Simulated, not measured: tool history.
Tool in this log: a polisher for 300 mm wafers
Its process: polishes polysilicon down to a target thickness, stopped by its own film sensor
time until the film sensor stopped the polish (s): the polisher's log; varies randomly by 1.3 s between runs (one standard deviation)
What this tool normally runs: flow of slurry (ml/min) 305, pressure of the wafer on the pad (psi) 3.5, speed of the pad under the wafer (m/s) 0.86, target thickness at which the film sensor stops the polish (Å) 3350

run,hour,flow of slurry (ml/min),pressure of the wafer on the pad (psi),speed of the pad under the wafer (m/s),target thickness at which the film sensor stops the polish (Å),wafers since the last listed run,wafers polished on this pad,hours since the slurry nozzle was cleaned,hours since the head pressure was calibrated,"incoming thickness of the incoming film, nm",time until the film sensor stopped the polish (s)
1,0.0,305,3.5,0.86,3350,0,1416,645.2,757.5,885.5,68.9
2,6.7,305,3.5,0.86,3350,63,1479,651.9,764.2,890.3,68.0
3,13.7,305,3.5,0.86,3350,66,1546,658.9,771.2,898.0,71.4
# hour 18.3: worn pad replaced by a new one
4,29.3,305,3.5,0.86,3350,109,104,674.5,786.8,907.5,73.0
5,39.6,305,3.5,0.86,3350,97,202,684.8,797.1,900.4,70.4
6,47.0,305,4.3,0.62,3350,70,272,692.2,804.5,896.0,77.5
7,53.0,305,3.5,0.86,3350,56,328,698.2,810.5,910.8,70.4
8,65.4,305,3.5,0.86,3350,117,446,710.6,822.9,911.5,71.9
9,82.9,305,3.5,0.86,3350,165,612,728.1,840.4,896.4,68.6
10,93.9,305,3.5,0.86,3350,104,716,739.1,851.4,901.6,69.6
11,110.5,305,3.5,0.86,3350,157,873,755.7,868.0,894.2,69.2
12,120.5,305,3.5,0.86,3350,94,968,765.7,878.0,891.4,71.8
13,136.5,305,3.5,0.86,3350,151,1119,781.7,894.0,904.8,69.5
# hour 149.7: slurry nozzle cleaned
# hour 153.9: worn pad replaced by a new one
14,154.4,305,3.5,0.86,3350,122,4,4.7,911.9,892.6,68.5
# hour 161.3: head pressure recalibrated
15,169.1,305,4.1,0.94,3350,120,124,19.4,7.8,898.9,56.1
16,185.3,305,4.1,0.94,3350,153,278,35.6,24.0,905.9,55.0
17,203.1,305,3.5,0.86,4530,168,446,53.4,41.8,900.9,55.5
18,216.6,305,3.5,0.86,4530,127,574,66.9,55.3,916.8,56.7
19,244.1,305,3.0,1.04,3350,260,835,94.4,82.8,902.2,68.1
20,259.0,275,2.9,1.12,4750,141,976,109.3,97.7,888.2,49.5
21,269.7,365,3.5,0.98,3350,101,1077,120.0,108.4,900.2,61.1
22,278.5,270,2.4,0.86,3350,83,1160,128.8,117.2,906.6,103.9
23,291.9,205,2.3,1.12,4990,126,1287,142.2,130.6,884.0,57.3
# hour 297.6: worn pad replaced by a new one
24,303.8,305,3.5,0.86,3350,74,58,154.1,142.5,894.2,70.2
25,318.0,305,4.4,0.86,2470,134,193,168.3,156.7,906.3,65.3
26,335.9,380,4.4,0.86,3350,169,362,186.2,174.6,908.1,56.5
27,351.6,305,3.5,0.86,3350,148,511,201.9,190.3,884.2,68.8
28,361.4,305,4.4,0.86,3350,92,604,211.7,200.1,895.9,55.4
29,374.5,205,3.5,0.62,3350,124,728,224.8,213.2,907.1,102.9
30,392.2,305,3.5,0.86,3350,167,895,242.5,230.9,910.9,70.9
31,404.2,305,3.5,0.86,1910,113,1009,254.5,242.9,902.7,87.4
32,421.7,365,4.5,1.08,1620,165,1175,272.0,260.4,910.5,55.9
# hour 434.2: worn pad replaced by a new one
33,434.7,265,3.5,0.86,3350,85,5,285.0,273.4,920.6,73.1
34,450.3,305,3.0,0.86,3350,147,152,300.6,289.0,887.7,81.2
35,457.4,305,3.5,0.86,4020,67,220,307.7,296.1,907.1,62.7
36,463.5,380,4.5,0.60,4810,57,277,313.8,302.2,899.6,57.0
37,474.7,305,3.5,0.86,3350,106,383,325.0,313.4,908.4,69.6

Forecast each of these 4 alternatives for the next run:
A,475.1,305,3.5,0.86,4870,3,387,325.4,313.8,908.4,?
B,475.1,230,4.4,0.86,3350,3,387,325.4,313.8,908.4,?
C,475.1,305,3.1,0.86,5170,3,387,325.4,313.8,908.4,?
D,475.1,220,2.3,0.72,3350,3,387,325.4,313.8,908.4,?

run,time until the film sensor stopped the polish (s)
A,52.4
B,58.5
C,54.9
D,133.7
Had the tool no hidden state, the same runs would have come out as:
run,time until the film sensor stopped the polish (s)
A,52.4
B,58.5
C,54.9
D,133.7

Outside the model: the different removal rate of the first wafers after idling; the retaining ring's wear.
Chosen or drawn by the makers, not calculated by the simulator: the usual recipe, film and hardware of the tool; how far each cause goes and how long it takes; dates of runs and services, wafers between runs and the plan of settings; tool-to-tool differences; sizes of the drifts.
